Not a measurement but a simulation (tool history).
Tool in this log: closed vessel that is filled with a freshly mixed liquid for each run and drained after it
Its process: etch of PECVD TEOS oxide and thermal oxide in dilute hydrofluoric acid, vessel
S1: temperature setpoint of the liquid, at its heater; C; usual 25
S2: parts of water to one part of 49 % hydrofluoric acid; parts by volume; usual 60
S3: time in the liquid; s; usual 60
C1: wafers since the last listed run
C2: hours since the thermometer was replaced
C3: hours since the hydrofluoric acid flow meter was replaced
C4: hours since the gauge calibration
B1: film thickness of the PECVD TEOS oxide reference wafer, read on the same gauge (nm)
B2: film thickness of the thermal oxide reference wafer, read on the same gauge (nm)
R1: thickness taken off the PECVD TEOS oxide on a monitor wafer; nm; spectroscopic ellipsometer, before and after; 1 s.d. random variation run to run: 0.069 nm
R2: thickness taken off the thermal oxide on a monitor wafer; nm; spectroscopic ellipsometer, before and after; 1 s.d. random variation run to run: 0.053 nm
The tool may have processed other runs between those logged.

run 1 day=0 | S1=21 S2=60 S3=60 | C1=0 C2=323.1 C3=586.7 C4=3128.9 | B1=60 B2=29.99 | R1=11.66 R2=4.58
run 2 day=2.2 | S1=21 S2=60 S3=60 | C1=7260 C2=375.9 C3=639.5 C4=3181.7 | B1=60.06 B2=30.04 | R1=11.57 R2=4.58
-- day=5.162 hydrofluoric acid flow meter replaced
run 3 day=14.517 | S1=25 S2=60 S3=60 | C1=40510 C2=671.5 C3=224.5 C4=3477.3 | B1=60.01 B2=30 | R1=13.63 R2=5.42
run 4 day=18.204 | S1=28.5 S2=45 S3=30 | C1=12169 C2=760 C3=313 C4=3565.8 | B1=60.04 B2=30.01 | R1=10.7 R2=4.17
run 5 day=19.979 | S1=25 S2=40 S3=60 | C1=5857 C2=802.6 C3=355.6 C4=3608.4 | B1=60.04 B2=29.98 | R1=21.17 R2=8.35
run 6 day=22.725 | S1=21 S2=75 S3=45 | C1=9061 C2=868.5 C3=421.5 C4=3674.3 | B1=60.02 B2=30 | R1=6.84 R2=2.67
run 7 day=25.9 | S1=25 S2=75 S3=95 | C1=10478 C2=944.7 C3=497.7 C4=3750.5 | B1=60 B2=30 | R1=17.01 R2=6.52
run 8 day=30.121 | S1=25 S2=60 S3=40 | C1=13929 C2=1046 C3=599 C4=3851.8 | B1=59.97 B2=30 | R1=9.17 R2=3.56
-- day=31.362 gauge calibrated
run 9 day=33.475 | S1=21 S2=60 S3=60 | C1=11069 C2=1126.5 C3=679.5 C4=50.7 | B1=60.05 B2=30 | R1=11.48 R2=4.59
-- day=37.029 hydrofluoric acid flow meter replaced
run 10 day=42.692 | S1=25 S2=60 S3=60 | C1=30279 C2=1347.7 C3=135.9 C4=271.9 | B1=59.95 B2=30 | R1=13.71 R2=5.41
run 11 day=46.621 | S1=20 S2=60 S3=75 | C1=12967 C2=1442 C3=230.2 C4=366.2 | B1=60.02 B2=29.98 | R1=13.89 R2=5.36
-- day=47.267 thermometer replaced
run 12 day=50.238 | S1=25 S2=50 S3=50 | C1=11798 C2=71.3 C3=317 C4=453 | B1=60.02 B2=29.99 | R1=13.85 R2=5.41
run 13 day=53.583 | S1=25 S2=60 S3=60 | C1=11042 C2=151.6 C3=397.3 C4=533.3 | B1=60.04 B2=29.98 | R1=13.55 R2=5.4
run 14 day=57.992 | S1=25 S2=60 S3=60 | C1=14548 C2=257.4 C3=503.1 C4=639.1 | B1=60.02 B2=30.03 | R1=13.78 R2=5.35
run 15 day=61.592 | S1=21.5 S2=85 S3=30 | C1=11880 C2=343.8 C3=589.5 C4=725.5 | B1=60 B2=30.02 | R1=4.04 R2=1.59
run 16 day=64.467 | S1=27 S2=60 S3=45 | C1=9488 C2=412.8 C3=658.5 C4=794.5 | B1=60 B2=30.01 | R1=11.18 R2=4.39
-- day=66.725 hydrofluoric acid flow meter replaced
run 17 day=67.6 | S1=25 S2=60 S3=40 | C1=10203 C2=488 C3=21 C4=869.7 | B1=59.98 B2=30.01 | R1=9.07 R2=3.58
run 18 day=69.158 | S1=29 S2=45 S3=95 | C1=5142 C2=525.4 C3=58.4 C4=907.1 | B1=59.99 B2=29.97 | R1=34.72 R2=13.45
run 19 day=71.529 | S1=25 S2=60 S3=50 | C1=7824 C2=582.3 C3=115.3 C4=964 | B1=60 B2=30 | R1=11.38 R2=4.48
run 20 day=75.471 | S1=21.5 S2=35 S3=40 | C1=13008 C2=676.9 C3=209.9 C4=1058.6 | B1=60.01 B2=30 | R1=14.01 R2=5.4
run 21 day=77.333 | S1=25 S2=60 S3=60 | C1=6146 C2=721.6 C3=254.6 C4=1103.3 | B1=59.96 B2=30 | R1=13.67 R2=5.41
run 22 day=79.742 | S1=28.5 S2=60 S3=60 | C1=7948 C2=779.4 C3=312.4 C4=1161.1 | B1=60.04 B2=29.98 | R1=15.73 R2=6.08
run 23 day=83.088 | S1=21.5 S2=45 S3=60 | C1=11042 C2=859.7 C3=392.7 C4=1241.4 | B1=60.03 B2=30.01 | R1=16.13 R2=6.34
run 24 day=85.342 | S1=25 S2=60 S3=60 | C1=7439 C2=913.8 C3=446.8 C4=1295.5 | B1=59.97 B2=29.98 | R1=13.65 R2=5.29
run 25 day=88.088 | S1=25 S2=40 S3=80 | C1=9061 C2=979.7 C3=512.7 C4=1361.4 | B1=60 B2=30.01 | R1=28.31 R2=11.06
run 26 day=90.392 | S1=25 S2=70 S3=60 | C1=7604 C2=1035 C3=568 C4=1416.7 | B1=59.95 B2=30.01 | R1=11.67 R2=4.51
run 27 day=93.908 | S1=25 S2=40 S3=45 | C1=11605 C2=1119.4 C3=652.4 C4=1501.1 | B1=60.01 B2=30.03 | R1=15.87 R2=6.25

For each entry between runs, how does the tool's hidden state at the last listed run before it compare with that at the first listed run after it?
Runs 2 to 3: hydrofluoric acid flow meter replaced (day 5.162)
  no difference in the tool's unlogged condition between these two runs
Runs 8 to 9: gauge calibrated (day 31.362)
  no difference in the tool's unlogged condition between these two runs
Runs 9 to 10: hydrofluoric acid flow meter replaced (day 37.029)
  no difference in the tool's unlogged condition between these two runs
Runs 11 to 12: thermometer replaced (day 47.267)
  no difference in the tool's unlogged condition between these two runs
Runs 16 to 17: hydrofluoric acid flow meter replaced (day 66.725)
  no difference in the tool's unlogged condition between these two runs
